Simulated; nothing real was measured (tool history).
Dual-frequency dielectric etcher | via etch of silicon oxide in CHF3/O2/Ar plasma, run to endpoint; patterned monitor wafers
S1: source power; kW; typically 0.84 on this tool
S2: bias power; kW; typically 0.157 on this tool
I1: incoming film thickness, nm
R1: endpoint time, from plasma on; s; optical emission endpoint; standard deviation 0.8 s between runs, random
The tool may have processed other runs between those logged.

run 1 hour=0 | S1=0.96 S2=0.166 | I1=531.5 | R1=237.2
run 2 hour=15.3 | S1=0.96 S2=0.166 | I1=530.7 | R1=236.6
run 3 hour=30.4 | S1=0.84 S2=0.131 | I1=533.8 | R1=268.1
run 4 hour=44.8 | S1=0.84 S2=0.131 | I1=530.1 | R1=265.8
run 5 hour=62.2 | S1=0.84 S2=0.131 | I1=535.8 | R1=268.3
run 6 hour=74.9 | S1=0.84 S2=0.182 | I1=529.8 | R1=240.9
run 7 hour=84.8 | S1=0.84 S2=0.182 | I1=531.9 | R1=241.3
run 8 hour=95.1 | S1=0.84 S2=0.157 | I1=532.5 | R1=253.5
-- hour=100.8 source power generator calibrated
-- hour=124.7 upper electrode replaced
run 9 hour=125.2 | S1=0.84 S2=0.157 | I1=533.9 | R1=251
run 10 hour=125.6 | S1=0.84 S2=0.168 | I1=531.3 | R1=246.9
run 11 hour=133.3 | S1=0.84 S2=0.168 | I1=536 | R1=249
run 12 hour=143.8 | S1=0.84 S2=0.168 | I1=534.8 | R1=247.2
run 13 hour=160.1 | S1=0.84 S2=0.157 | I1=536.4 | R1=253.8
run 14 hour=168.1 | S1=0.84 S2=0.18 | I1=533.7 | R1=242.7
run 15 hour=183.8 | S1=1.02 S2=0.157 | I1=527 | R1=229.5
-- hour=196.4 bias power generator calibrated
-- hour=218.1 wet clean of the chamber
run 16 hour=218.6 | S1=0.84 S2=0.188 | I1=532 | R1=250.5
run 17 hour=219 | S1=0.77 S2=0.181 | I1=533.7 | R1=263.1
run 18 hour=220.2 | S1=0.71 S2=0.132 | I1=532.9 | R1=300.3
run 19 hour=229 | S1=0.95 S2=0.125 | I1=533.2 | R1=269.1
run 20 hour=243.4 | S1=0.73 S2=0.127 | I1=535 | R1=300.7
run 21 hour=254.9 | S1=0.84 S2=0.18 | I1=535.3 | R1=254.8
run 22 hour=268.5 | S1=0.98 S2=0.142 | I1=536.5 | R1=258.5
run 23 hour=279.1 | S1=0.84 S2=0.157 | I1=535.6 | R1=264.9
run 24 hour=292.1 | S1=0.9 S2=0.178 | I1=530.6 | R1=246.2
run 25 hour=299.2 | S1=0.65 S2=0.131 | I1=534.6 | R1=309.6

Alternative continuations, all from the tool just after run 25; predict every row:
run A hour=299.7 | S1=0.84 S2=0.185 | I1=526.1 | R1=?
run B hour=299.7 | S1=0.97 S2=0.123 | I1=526.1 | R1=?
run C hour=299.7 | S1=0.84 S2=0.145 | I1=526.1 | R1=?
run D hour=299.7 | S1=0.75 S2=0.168 | I1=526.1 | R1=?

run=A R1=247
run=B R1=262.6
run=C R1=265.9
run=D R1=266.4
The same runs, with their run-to-run variation unchanged, on a tool lacking any hidden condition would have given:
run=A R1=248.2
run=B R1=263.9
run=C R1=267.2
run=D R1=267.7

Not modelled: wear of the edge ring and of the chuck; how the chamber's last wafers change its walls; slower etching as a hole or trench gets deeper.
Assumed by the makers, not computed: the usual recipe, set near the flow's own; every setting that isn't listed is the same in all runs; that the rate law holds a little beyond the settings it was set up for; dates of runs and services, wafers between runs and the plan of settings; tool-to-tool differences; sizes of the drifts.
